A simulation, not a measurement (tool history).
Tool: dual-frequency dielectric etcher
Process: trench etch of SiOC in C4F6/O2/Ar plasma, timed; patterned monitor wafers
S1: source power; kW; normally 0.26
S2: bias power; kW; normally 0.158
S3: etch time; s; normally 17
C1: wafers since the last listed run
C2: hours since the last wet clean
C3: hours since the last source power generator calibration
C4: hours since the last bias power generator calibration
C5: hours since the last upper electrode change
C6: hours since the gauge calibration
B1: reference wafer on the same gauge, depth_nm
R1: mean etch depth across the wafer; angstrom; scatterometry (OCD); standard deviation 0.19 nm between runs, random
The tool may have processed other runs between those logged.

run,day,S1,S2,S3,C1,C2,C3,C4,C5,C6,B1,R1
1,0,0.26,0.19,17,0,239.3,2130.1,2462.4,2630.2,719.9,26.98,304.6
# day 1.762: source power generator calibrated
2,1.896,0.26,0.19,17,783,284.8,3.2,2507.9,2675.7,765.4,26.97,307.2
# day 5.146: upper electrode replaced
3,5.167,0.26,0.19,17,1028,363.3,81.7,2586.4,0.5,843.9,26.97,308.8
4,6.679,0.26,0.158,17,685,399.6,118,2622.7,36.8,880.2,26.98,294
5,8.608,0.26,0.158,17,874,445.9,164.3,2669,83.1,926.5,26.99,296
6,10.904,0.26,0.158,17,1040,501,219.4,2724.1,138.2,981.6,26.99,299.5
7,12.762,0.26,0.158,17,842,545.6,264,2768.7,182.8,1026.2,26.99,300.8
# day 14.508: gauge calibrated
# day 15.004: wet clean of the chamber
8,15.025,0.26,0.158,17,572,0.5,318.3,2823,237.1,12.4,26.99,289.5
9,15.483,0.21,0.119,18.5,207,11.5,329.3,2834,248.1,23.4,27.01,270
10,17.558,0.24,0.19,13,940,61.3,379.1,2883.8,297.9,73.2,26.97,221.5
11,20.008,0.23,0.158,17,1110,120.1,437.9,2942.6,356.7,132,26.97,276.6
12,24.479,0.2,0.179,19,2025,227.4,545.2,3049.9,464,239.3,27,299.4
13,27.229,0.28,0.183,20,1246,293.4,611.2,3115.9,530,305.3,26.99,368.3
14,29.238,0.26,0.185,14.5,910,341.6,659.4,3164.1,578.2,353.5,26.99,259.6
15,31.05,0.28,0.187,17,821,385.1,702.9,3207.6,621.7,397,27.05,311.4
16,37.071,0.26,0.119,17,2728,529.6,847.4,3352.1,766.2,541.5,27.04,283.4
# day 38.462: wet clean of the chamber
17,39.017,0.26,0.158,17,428,13.3,894.1,3398.8,812.9,588.2,26.99,286.7
18,40.208,0.3,0.125,12.5,539,41.9,922.7,3427.4,841.5,616.8,26.98,211.7
19,42.767,0.26,0.124,20,1159,103.3,984.1,3488.8,902.9,678.2,26.98,320.1
20,44.704,0.3,0.13,17,877,149.8,1030.6,3535.3,949.4,724.7,27,290.2
# day 44.908: bias power generator calibrated
21,46.671,0.26,0.158,17,815,197,1077.8,42.3,996.6,771.9,27,288.1
22,48.05,0.28,0.141,14,624,230.1,1110.9,75.4,1029.7,805,27,241.2
23,49.908,0.24,0.124,18.5,842,274.7,1155.5,120,1074.3,849.6,26.98,288.2
24,51.45,0.26,0.158,17,698,311.7,1192.5,157,1111.3,886.6,26.97,294.2
25,54.038,0.21,0.136,15.5,1172,373.8,1254.6,219.1,1173.4,948.7,26.98,238
26,56.846,0.26,0.158,17,1272,441.2,1322,286.5,1240.8,1016.1,26.99,295.8
27,59.175,0.3,0.158,17,1055,497.1,1377.9,342.4,1296.7,1072,27,314.1
28,61.729,0.26,0.185,21.5,1157,558.4,1439.2,403.7,1358,1133.3,27.01,386.2
29,64.3,0.26,0.158,17,1164,620.1,1500.9,465.4,1419.7,1195,26.99,297.4
30,65.358,0.24,0.158,17,479,645.5,1526.3,490.8,1445.1,1220.4,27.01,289.3
# day 65.742: gauge calibrated
# day 66.6: wet clean of the chamber
31,70.146,0.28,0.184,21,1716,85.1,1641.2,605.7,1560,105.7,27,381

Some steps in R1 between neighbouring runs. How much of each would the tool show without its hidden state too (settings, what came in, random variation), and how much is left for the hidden state, with any gauge scatter that isn't in both results?
Hidden conditions of the tool in this case: etch rate over this chamber's usual, %; source power that arrives over what is set, %; bias power that arrives over what is set, %; gauge reads high (%).
Run 7 -> 8: gauge calibrated, wet clean of the chamber. R1 -11.3 angstrom: hidden state -14.1, all else +2.8.
Run 13 -> 14: S1 0.28 -> 0.26, S2 0.183 -> 0.185, S3 20 -> 14.5. R1 -108.7 angstrom: hidden state -1.7, all else -107.
Run 16 -> 17: S2 0.119 -> 0.158, wet clean of the chamber. R1 +3.3 angstrom: hidden state -14.4, all else +17.7.
Run 18 -> 19: S1 0.3 -> 0.26, S2 0.125 -> 0.124, S3 12.5 -> 20. R1 +108.4 angstrom: hidden state +1.5, all else +106.9.
Run 30 -> 31: S1 0.24 -> 0.28, S2 0.158 -> 0.184, S3 17 -> 21, gauge calibrated, wet clean of the chamber. R1 +91.7 angstrom: hidden state -10.2, all else +101.9.
